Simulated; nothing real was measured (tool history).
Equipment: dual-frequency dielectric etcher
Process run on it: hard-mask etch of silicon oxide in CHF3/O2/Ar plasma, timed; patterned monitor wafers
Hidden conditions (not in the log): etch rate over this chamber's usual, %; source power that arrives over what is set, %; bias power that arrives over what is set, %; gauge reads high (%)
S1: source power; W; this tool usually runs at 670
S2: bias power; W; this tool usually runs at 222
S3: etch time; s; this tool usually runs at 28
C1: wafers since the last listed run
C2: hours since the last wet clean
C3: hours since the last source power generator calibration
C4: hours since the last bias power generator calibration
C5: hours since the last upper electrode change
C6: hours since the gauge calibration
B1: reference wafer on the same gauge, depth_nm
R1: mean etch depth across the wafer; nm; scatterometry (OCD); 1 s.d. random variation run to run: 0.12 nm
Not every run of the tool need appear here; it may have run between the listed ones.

Run 1, hour 0: usual settings but S1 730 W; C1 0; C2 69.3; C3 1478.6; C4 1963.3; C5 1849.2; C6 596.1; B1 56.5. Result: R1 59.6 nm.
Run 2, hour 34.1: usual settings but S1 730 W; C1 673; C2 103.4; C3 1512.7; C4 1997.4; C5 1883.3; C6 630.2; B1 56.5. Result: R1 59.3 nm.
Run 3, hour 95.2: usual settings but S1 730 W; C1 1206; C2 164.5; C3 1573.8; C4 2058.5; C5 1944.4; C6 691.3; B1 56.5. Result: R1 59.3 nm.
Run 4, hour 123: usual settings; C1 548; C2 192.3; C3 1601.6; C4 2086.3; C5 1972.2; C6 719.1; B1 56.5. Result: R1 57.7 nm.
Run 5, hour 152.7: usual settings; C1 586; C2 222; C3 1631.3; C4 2116; C5 2001.9; C6 748.8; B1 56.5. Result: R1 57.7 nm.
Run 6, hour 214.2: usual settings; C1 1214; C2 283.5; C3 1692.8; C4 2177.5; C5 2063.4; C6 810.3; B1 56.6. Result: R1 57.3 nm.
Run 7, hour 244.4: usual settings; C1 596; C2 313.7; C3 1723; C4 2207.7; C5 2093.6; C6 840.5; B1 56.5. Result: R1 57 nm.
Run 8, hour 273.3: usual settings; C1 570; C2 342.6; C3 1751.9; C4 2236.6; C5 2122.5; C6 869.4; B1 56.5. Result: R1 57.1 nm.
Run 9, hour 322.4: usual settings; C1 969; C2 391.7; C3 1801; C4 2285.7; C5 2171.6; C6 918.5; B1 56.5. Result: R1 56.8 nm.
At hour 430.9: gauge calibrated.
At hour 437.8: wet clean of the chamber.
At hour 469.2: bias power generator calibrated.
Run 10, hour 479: usual settings; C1 2539; C2 41.2; C3 1957.6; C4 9.8; C5 2328.2; C6 48.1; B1 56.5. Result: R1 57.9 nm.
Run 11, hour 547.3: usual settings; C1 1348; C2 109.5; C3 2025.9; C4 78.1; C5 2396.5; C6 116.4; B1 56.5. Result: R1 57.6 nm.
At hour 570: source power generator calibrated.
Run 12, hour 608.4: usual settings; C1 1127; C2 170.6; C3 38.4; C4 139.2; C5 2457.6; C6 177.5; B1 56.5. Result: R1 57.3 nm.
Run 13, hour 638.5: usual settings but S3 25.5 s; C1 594; C2 200.7; C3 68.5; C4 169.3; C5 2487.7; C6 207.6; B1 56.5. Result: R1 52 nm.
Run 14, hour 672.8: usual settings but S1 770 W, S2 199 W, S3 23.5 s; C1 677; C2 235; C3 102.8; C4 203.6; C5 2522; C6 241.9; B1 56.5. Result: R1 47.9 nm.
At hour 858.2: upper electrode replaced.
Run 15, hour 884.5: usual settings; C1 3706; C2 446.7; C3 314.5; C4 415.3; C5 26.3; C6 453.6; B1 56.5. Result: R1 56.4 nm.
Run 16, hour 914.9: usual settings; C1 600; C2 477.1; C3 344.9; C4 445.7; C5 56.7; C6 484; B1 56.5. Result: R1 56.3 nm.
At hour 975.6: wet clean of the chamber.
Run 17, hour 976.1: usual settings but S1 620 W, S2 247 W, S3 32 s; C1 734; C2 0.5; C3 406.1; C4 506.9; C5 117.9; C6 545.2; B1 56.5. Result: R1 68.3 nm.
Run 18, hour 1007.4: usual settings but S1 500 W, S2 193 W, S3 35.5 s; C1 618; C2 31.8; C3 437.4; C4 538.2; C5 149.2; C6 576.5; B1 56.5. Result: R1 64 nm.
Run 19, hour 1062.3: usual settings but S1 760 W, S2 237 W, S3 20.5 s; C1 1084; C2 86.7; C3 492.3; C4 593.1; C5 204.1; C6 631.4; B1 56.5. Result: R1 45.6 nm.
Run 20, hour 1108.3: usual settings but S1 730 W, S2 277 W, S3 35.5 s; C1 908; C2 132.7; C3 538.3; C4 639.1; C5 250.1; C6 677.4; B1 56.5. Result: R1 82.8 nm.
Run 21, hour 1134.7: usual settings; C1 521; C2 159.1; C3 564.7; C4 665.5; C5 276.5; C6 703.8; B1 56.5. Result: R1 58.2 nm.
Run 22, hour 1190.1: usual settings but S3 33.5 s; C1 1093; C2 214.5; C3 620.1; C4 720.9; C5 331.9; C6 759.2; B1 56.5. Result: R1 69 nm.
Run 23, hour 1224.2: usual settings but S1 830 W, S2 195 W, S3 32 s; C1 673; C2 248.6; C3 654.2; C4 755; C5 366; C6 793.3; B1 56.5. Result: R1 67.3 nm.

3 options for the next run, each taken on its own from the tool as it stands now. Forecast them:
Run A, hour 1224.6: usual settings; C1 7; C2 249; C3 654.6; C4 755.4; C5 366.4; C6 793.7; B1 ?. Result: R1 ?.
Run B, hour 1224.6: usual settings but S3 21 s; C1 7; C2 249; C3 654.6; C4 755.4; C5 366.4; C6 793.7; B1 ?. Result: R1 ?.
Run C, hour 1224.6: usual settings but S1 800 W, S2 247 W, S3 36 s; C1 7; C2 249; C3 654.6; C4 755.4; C5 366.4; C6 793.7; B1 ?. Result: R1 ?.

run    B1    R1
  A  56.5  57.7
  B  56.5  43.3
  C  56.5    82
Without the tool's unlogged condition, the same runs would have read:
run    R1
  A  58.3
  B  43.7
  C  82.8
